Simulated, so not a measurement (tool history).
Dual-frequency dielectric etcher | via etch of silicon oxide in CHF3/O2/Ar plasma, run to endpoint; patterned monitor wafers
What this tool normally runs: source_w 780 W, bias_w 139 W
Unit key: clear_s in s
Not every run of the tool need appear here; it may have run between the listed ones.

run,hour,source_w,bias_w,"incoming incoming film thickness, nm",clear_s
1,0.0,780,149,560.8,262.8
2,15.6,780,149,553.4,260.7
3,21.7,780,139,554.5,263.6
4,30.4,780,157,550.6,253.5
5,36.8,780,139,557.3,264.8
6,48.5,780,139,550.5,262.7
7,61.0,780,166,555.2,258.7
8,73.2,780,139,560.1,265.3
9,89.7,780,139,555.7,264.2
10,97.0,780,124,557.0,267.4
# hour 102.7: source power generator calibrated
# hour 121.8: bias power generator calibrated
# hour 125.1: wet clean of the chamber
11,125.6,780,139,557.3,267.3
12,126.0,900,165,551.0,241.4
13,127.4,690,124,557.5,285.3
14,138.4,680,169,562.9,270.7
15,146.6,780,166,554.1,250.5
16,162.0,780,117,551.2,271.9
17,170.8,780,139,557.9,266.6
18,180.1,680,159,557.7,276.3
19,193.4,780,139,554.8,268.1
20,201.0,860,158,558.4,250.9
21,209.8,890,148,549.3,248.1
22,221.5,780,139,553.1,262.6
# hour 248.7: upper electrode replaced
23,249.2,830,139,562.9,260.8
24,249.6,910,153,560.3,243.6
25,255.8,660,121,554.6,289.8
26,270.0,590,149,559.0,294.1
27,277.1,640,152,555.6,281.8
28,290.6,700,118,554.3,282.2
29,301.7,780,139,558.9,264.0
30,316.0,930,119,552.4,255.8
31,332.6,900,165,556.6,243.7
32,340.0,780,139,557.1,266.1
33,357.2,780,139,554.7,263.3
34,372.9,870,126,559.2,257.6
35,383.9,780,139,555.8,267.7

Consider 4 possible next runs. They are alternatives, not a sequence: every one starts from the tool as it was left by run 35. What does each give?
A,384.4,780,139,558.8,?
B,384.4,890,150,558.8,?
C,384.4,700,114,558.8,?
D,384.4,890,112,558.8,?

run,clear_s
A,263.5
B,247.1
C,284.3
D,260.2
Without the tool's unlogged condition, the same runs would have read:
run,clear_s
A,263.5
B,247.1
C,284.3
D,260.2

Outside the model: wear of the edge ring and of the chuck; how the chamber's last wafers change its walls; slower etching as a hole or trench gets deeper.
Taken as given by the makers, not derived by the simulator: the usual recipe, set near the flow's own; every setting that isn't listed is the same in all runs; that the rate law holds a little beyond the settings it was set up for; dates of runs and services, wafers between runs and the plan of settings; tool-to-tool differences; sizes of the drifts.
